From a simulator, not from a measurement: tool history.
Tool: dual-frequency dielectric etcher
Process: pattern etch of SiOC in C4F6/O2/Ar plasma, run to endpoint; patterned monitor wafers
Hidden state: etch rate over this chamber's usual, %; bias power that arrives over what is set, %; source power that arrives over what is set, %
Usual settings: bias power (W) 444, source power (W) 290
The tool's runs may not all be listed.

run   hour  bias power (W)  source power (W)  wafers since the last listed run  hours since the last wet clean  hours since the last bias power generator calibration  hours since the last source power generator calibration  hours since the last upper electrode change  incoming incoming film thickness, nm  endpoint time (s)
  1    0.0             444               290                                 0                           195.4                                                 3511.6                                                   3277.3                                       3080.9                                 36.93               15.4
  2   15.5             444               290                               195                           210.9                                                 3527.1                                                   3292.8                                       3096.4                                 36.66               15.4
  3   25.9             444               290                               131                           221.3                                                 3537.5                                                   3303.2                                       3106.8                                 37.24               15.7
  4   35.8             444               290                               124                           231.2                                                 3547.4                                                   3313.1                                       3116.7                                 37.25               15.7
  5   46.2             444               290                               131                           241.6                                                 3557.8                                                   3323.5                                       3127.1                                 37.22               15.7
  6   60.5             418               310                               180                           255.9                                                 3572.1                                                   3337.8                                       3141.4                                 37.07               15.4
  7   75.0             418               310                               182                           270.4                                                 3586.6                                                   3352.3                                       3155.9                                 36.81               15.3
  8   91.3             418               310                               205                           286.7                                                 3602.9                                                   3368.6                                       3172.2                                 36.73               15.3
  9  103.5             444               290                               153                           298.9                                                 3615.1                                                   3380.8                                       3184.4                                 36.94               15.7
     119.7  -- source power generator calibrated
 10  120.2             444               290                               160                           315.6                                                 3631.8                                                      0.5                                       3201.1                                 37.48               16.0
 11  129.1             444               290                               112                           324.5                                                 3640.7                                                      9.4                                       3210.0                                 36.96               15.7
 12  142.1             444               290                               163                           337.5                                                 3653.7                                                     22.4                                       3223.0                                 37.31               16.0
 13  156.7             444               290                               184                           352.1                                                 3668.3                                                     37.0                                       3237.6                                 37.38               16.1
 14  174.3             444               290                               221                           369.7                                                 3685.9                                                     54.6                                       3255.2                                 36.92               15.9
     189.3  -- bias power generator calibrated
     203.4  -- upper electrode replaced
     207.5  -- wet clean of the chamber
 15  208.0             444               290                               144                             0.5                                                   18.7                                                     88.3                                          4.6                                 37.01               15.3
 16  208.3             480               260                                 3                             0.8                                                   19.0                                                     88.6                                          4.9                                 37.22               15.9
 17  210.6             496               340                                28                             3.1                                                   21.3                                                     90.9                                          7.2                                 37.33               14.1
 18  225.0             444               290                               181                            17.5                                                   35.7                                                    105.3                                         21.6                                 37.02               15.4
 19  232.3             533               350                                92                            24.8                                                   43.0                                                    112.6                                         28.9                                 36.88               13.4
 20  239.4             525               230                                89                            31.9                                                   50.1                                                    119.7                                         36.0                                 37.02               16.3
 21  247.7             394               230                               104                            40.2                                                   58.4                                                    128.0                                         44.3                                 37.41               18.0
 22  261.2             533               350                               170                            53.7                                                   71.9                                                    141.5                                         57.8                                 36.98               13.5
 23  275.5             504               350                               180                            68.0                                                   86.2                                                    155.8                                         72.1                                 37.22               13.9
 24  287.2             404               270                               147                            79.7                                                   97.9                                                    167.5                                         83.8                                 37.22               16.5
 25  299.9             519               260                               160                            92.4                                                  110.6                                                    180.2                                         96.5                                 37.21               15.7
 26  309.5             481               350                               121                           102.0                                                  120.2                                                    189.8                                        106.1                                 36.98               13.9
 27  317.6             444               290                               102                           110.1                                                  128.3                                                    197.9                                        114.2                                 37.48               15.7
 28  328.3             359               360                               134                           120.8                                                  139.0                                                    208.6                                        124.9                                 37.24               14.9
 29  340.1             444               290                               148                           132.6                                                  150.8                                                    220.4                                        136.7                                 37.55               15.8

4 ways to go on from here, each from the tool as it stands after run 29. What would each give?
  A  340.5             393               290                                 5                           133.0                                                  151.2                                                    220.8                                        137.1                                 37.03                  ?
  B  340.5             493               330                                 5                           133.0                                                  151.2                                                    220.8                                        137.1                                 37.03                  ?
  C  340.5             519               310                                 5                           133.0                                                  151.2                                                    220.8                                        137.1                                 37.03                  ?
  D  340.5             399               290                                 5                           133.0                                                  151.2                                                    220.8                                        137.1                                 37.03                  ?

run  endpoint time (s)
  A               16.2
  B               14.4
  C               14.6
  D               16.1
Without the tool's hidden state the same runs would have given:
run  endpoint time (s)
  A               15.9
  B               14.2
  C               14.4
  D               15.8
